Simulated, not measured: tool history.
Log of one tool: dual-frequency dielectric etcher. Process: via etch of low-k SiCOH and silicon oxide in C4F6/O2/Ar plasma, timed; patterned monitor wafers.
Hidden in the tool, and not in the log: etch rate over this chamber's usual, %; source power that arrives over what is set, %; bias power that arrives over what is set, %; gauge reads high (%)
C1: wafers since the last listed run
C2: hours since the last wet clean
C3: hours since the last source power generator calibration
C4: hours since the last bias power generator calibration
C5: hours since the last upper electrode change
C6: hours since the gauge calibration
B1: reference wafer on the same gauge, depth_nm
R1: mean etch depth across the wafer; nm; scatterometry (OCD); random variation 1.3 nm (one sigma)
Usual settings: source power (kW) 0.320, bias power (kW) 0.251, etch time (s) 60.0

{"run": 1, "day": 0.0, "source power (kW)": 0.32, "bias power (kW)": 0.251, "etch time (s)": 60.0, "C1": 0, "C2": 351.9, "C3": 3917.9, "C4": 2938.6, "C5": 2177.1, "C6": 378.3, "B1": 200.8, "R1": 188.5}
{"run": 2, "day": 0.396, "source power (kW)": 0.32, "bias power (kW)": 0.251, "etch time (s)": 60.0, "C1": 118, "C2": 361.4, "C3": 3927.4, "C4": 2948.1, "C5": 2186.6, "C6": 387.8, "B1": 201.3, "R1": 187.9}
{"run": 3, "day": 0.933, "source power (kW)": 0.32, "bias power (kW)": 0.251, "etch time (s)": 60.0, "C1": 161, "C2": 374.3, "C3": 3940.3, "C4": 2961.0, "C5": 2199.5, "C6": 400.7, "B1": 201.1, "R1": 188.7}
{"run": 4, "day": 1.317, "source power (kW)": 0.32, "bias power (kW)": 0.251, "etch time (s)": 60.0, "C1": 114, "C2": 383.5, "C3": 3949.5, "C4": 2970.2, "C5": 2208.7, "C6": 409.9, "B1": 200.8, "R1": 188.0}
{"day": 1.392, "done": "gauge calibrated"}
{"run": 5, "day": 2.267, "source power (kW)": 0.32, "bias power (kW)": 0.251, "etch time (s)": 60.0, "C1": 284, "C2": 406.3, "C3": 3972.3, "C4": 2993.0, "C5": 2231.5, "C6": 21.0, "B1": 200.8, "R1": 188.7}
{"day": 2.479, "done": "bias power generator calibrated"}
{"run": 6, "day": 2.746, "source power (kW)": 0.32, "bias power (kW)": 0.251, "etch time (s)": 60.0, "C1": 93, "C2": 417.8, "C3": 3983.8, "C4": 6.4, "C5": 2243.0, "C6": 32.5, "B1": 201.1, "R1": 189.6}
{"run": 7, "day": 3.212, "source power (kW)": 0.32, "bias power (kW)": 0.251, "etch time (s)": 64.0, "C1": 139, "C2": 429.0, "C3": 3995.0, "C4": 17.6, "C5": 2254.2, "C6": 43.7, "B1": 200.3, "R1": 200.0}
{"day": 3.421, "done": "source power generator calibrated"}
{"run": 8, "day": 3.688, "source power (kW)": 0.32, "bias power (kW)": 0.251, "etch time (s)": 64.0, "C1": 92, "C2": 440.4, "C3": 6.4, "C4": 29.0, "C5": 2265.6, "C6": 55.1, "B1": 200.8, "R1": 197.0}
{"run": 9, "day": 4.125, "source power (kW)": 0.32, "bias power (kW)": 0.251, "etch time (s)": 64.0, "C1": 131, "C2": 450.9, "C3": 16.9, "C4": 39.5, "C5": 2276.1, "C6": 65.6, "B1": 201.0, "R1": 201.3}
{"run": 10, "day": 4.438, "source power (kW)": 0.24, "bias power (kW)": 0.196, "etch time (s)": 60.0, "C1": 93, "C2": 458.4, "C3": 24.4, "C4": 47.0, "C5": 2283.6, "C6": 73.1, "B1": 200.8, "R1": 164.8}
{"run": 11, "day": 4.821, "source power (kW)": 0.39, "bias power (kW)": 0.297, "etch time (s)": 52.0, "C1": 114, "C2": 467.6, "C3": 33.6, "C4": 56.2, "C5": 2292.8, "C6": 82.3, "B1": 201.6, "R1": 176.8}
{"run": 12, "day": 5.317, "source power (kW)": 0.32, "bias power (kW)": 0.251, "etch time (s)": 67.5, "C1": 148, "C2": 479.5, "C3": 45.5, "C4": 68.1, "C5": 2304.7, "C6": 94.2, "B1": 200.6, "R1": 210.1}
{"run": 13, "day": 6.017, "source power (kW)": 0.26, "bias power (kW)": 0.311, "etch time (s)": 52.5, "C1": 209, "C2": 496.3, "C3": 62.3, "C4": 84.9, "C5": 2321.5, "C6": 111.0, "B1": 200.9, "R1": 160.5}
{"run": 14, "day": 6.446, "source power (kW)": 0.32, "bias power (kW)": 0.251, "etch time (s)": 60.0, "C1": 128, "C2": 506.6, "C3": 72.6, "C4": 95.2, "C5": 2331.8, "C6": 121.3, "B1": 200.5, "R1": 186.1}
{"run": 15, "day": 6.996, "source power (kW)": 0.39, "bias power (kW)": 0.218, "etch time (s)": 73.5, "C1": 164, "C2": 519.8, "C3": 85.8, "C4": 108.4, "C5": 2345.0, "C6": 134.5, "B1": 200.9, "R1": 235.7}
{"run": 16, "day": 7.612, "source power (kW)": 0.32, "bias power (kW)": 0.251, "etch time (s)": 60.0, "C1": 184, "C2": 534.6, "C3": 100.6, "C4": 123.2, "C5": 2359.8, "C6": 149.3, "B1": 200.6, "R1": 185.9}
{"day": 8.667, "done": "wet clean of the chamber"}
{"run": 17, "day": 8.688, "source power (kW)": 0.32, "bias power (kW)": 0.251, "etch time (s)": 60.0, "C1": 22, "C2": 0.5, "C3": 126.4, "C4": 149.0, "C5": 2385.6, "C6": 175.1, "B1": 200.9, "R1": 197.0}
{"run": 18, "day": 8.7, "source power (kW)": 0.32, "bias power (kW)": 0.251, "etch time (s)": 60.0, "C1": 3, "C2": 0.8, "C3": 126.7, "C4": 149.3, "C5": 2385.9, "C6": 175.4, "B1": 200.8, "R1": 196.4}
{"day": 9.892, "done": "upper electrode replaced"}
{"run": 19, "day": 9.912, "source power (kW)": 0.32, "bias power (kW)": 0.251, "etch time (s)": 51.5, "C1": 63, "C2": 29.9, "C3": 155.8, "C4": 178.4, "C5": 0.5, "C6": 204.5, "B1": 200.7, "R1": 169.2}
{"run": 20, "day": 9.925, "source power (kW)": 0.32, "bias power (kW)": 0.251, "etch time (s)": 73.5, "C1": 3, "C2": 30.2, "C3": 156.1, "C4": 178.7, "C5": 0.8, "C6": 204.8, "B1": 200.8, "R1": 238.2}
{"run": 21, "day": 9.942, "source power (kW)": 0.34, "bias power (kW)": 0.2, "etch time (s)": 48.0, "C1": 4, "C2": 30.6, "C3": 156.5, "C4": 179.1, "C5": 1.2, "C6": 205.2, "B1": 201.5, "R1": 154.9}
{"run": 22, "day": 10.196, "source power (kW)": 0.32, "bias power (kW)": 0.279, "etch time (s)": 66.0, "C1": 76, "C2": 36.7, "C3": 162.6, "C4": 185.2, "C5": 7.3, "C6": 211.3, "B1": 200.7, "R1": 221.8}
{"run": 23, "day": 10.496, "source power (kW)": 0.26, "bias power (kW)": 0.193, "etch time (s)": 60.0, "C1": 89, "C2": 43.9, "C3": 169.8, "C4": 192.4, "C5": 14.5, "C6": 218.5, "B1": 200.6, "R1": 177.3}
{"run": 24, "day": 11.117, "source power (kW)": 0.32, "bias power (kW)": 0.284, "etch time (s)": 60.0, "C1": 186, "C2": 58.8, "C3": 184.7, "C4": 207.3, "C5": 29.4, "C6": 233.4, "B1": 200.9, "R1": 200.3}
{"run": 25, "day": 11.438, "source power (kW)": 0.39, "bias power (kW)": 0.28, "etch time (s)": 68.0, "C1": 96, "C2": 66.5, "C3": 192.4, "C4": 215.0, "C5": 37.1, "C6": 241.1, "B1": 200.6, "R1": 237.9}
{"run": 26, "day": 12.162, "source power (kW)": 0.39, "bias power (kW)": 0.297, "etch time (s)": 52.0, "C1": 217, "C2": 83.9, "C3": 209.8, "C4": 232.4, "C5": 54.5, "C6": 258.5, "B1": 201.1, "R1": 187.0}
{"run": 27, "day": 12.725, "source power (kW)": 0.38, "bias power (kW)": 0.189, "etch time (s)": 60.0, "C1": 168, "C2": 97.4, "C3": 223.3, "C4": 245.9, "C5": 68.0, "C6": 272.0, "B1": 201.7, "R1": 196.5}
{"run": 28, "day": 13.471, "source power (kW)": 0.32, "bias power (kW)": 0.251, "etch time (s)": 70.0, "C1": 223, "C2": 115.3, "C3": 241.2, "C4": 263.8, "C5": 85.9, "C6": 289.9, "B1": 201.1, "R1": 229.6}
{"run": 29, "day": 14.104, "source power (kW)": 0.36, "bias power (kW)": 0.232, "etch time (s)": 60.0, "C1": 189, "C2": 130.5, "C3": 256.4, "C4": 279.0, "C5": 101.1, "C6": 305.1, "B1": 200.3, "R1": 197.8}

Forecast each of these 5 alternatives for the next run:
{"run": "A", "day": 14.121, "source power (kW)": 0.32, "bias power (kW)": 0.251, "etch time (s)": 60.0, "C1": 4, "C2": 130.9, "C3": 256.8, "C4": 279.4, "C5": 101.5, "C6": 305.5, "B1": "?", "R1": "?"}
{"run": "B", "day": 14.121, "source power (kW)": 0.29, "bias power (kW)": 0.251, "etch time (s)": 55.5, "C1": 4, "C2": 130.9, "C3": 256.8, "C4": 279.4, "C5": 101.5, "C6": 305.5, "B1": "?", "R1": "?"}
{"run": "C", "day": 14.121, "source power (kW)": 0.3, "bias power (kW)": 0.251, "etch time (s)": 52.0, "C1": 4, "C2": 130.9, "C3": 256.8, "C4": 279.4, "C5": 101.5, "C6": 305.5, "B1": "?", "R1": "?"}
{"run": "D", "day": 14.121, "source power (kW)": 0.32, "bias power (kW)": 0.214, "etch time (s)": 60.0, "C1": 4, "C2": 130.9, "C3": 256.8, "C4": 279.4, "C5": 101.5, "C6": 305.5, "B1": "?", "R1": "?"}
{"run": "E", "day": 14.121, "source power (kW)": 0.27, "bias power (kW)": 0.216, "etch time (s)": 47.5, "C1": 4, "C2": 130.9, "C3": 256.8, "C4": 279.4, "C5": 101.5, "C6": 305.5, "B1": "?", "R1": "?"}

run=A B1=200.9 R1=192.7
run=B B1=200.9 R1=173.3
run=C B1=200.9 R1=163.9
run=D B1=200.9 R1=187.8
run=E B1=200.9 R1=141.8
Without the tool's hidden state the same runs would have given:
run=A R1=195.5
run=B R1=175.8
run=C R1=166.3
run=D R1=190.5
run=E R1=143.8
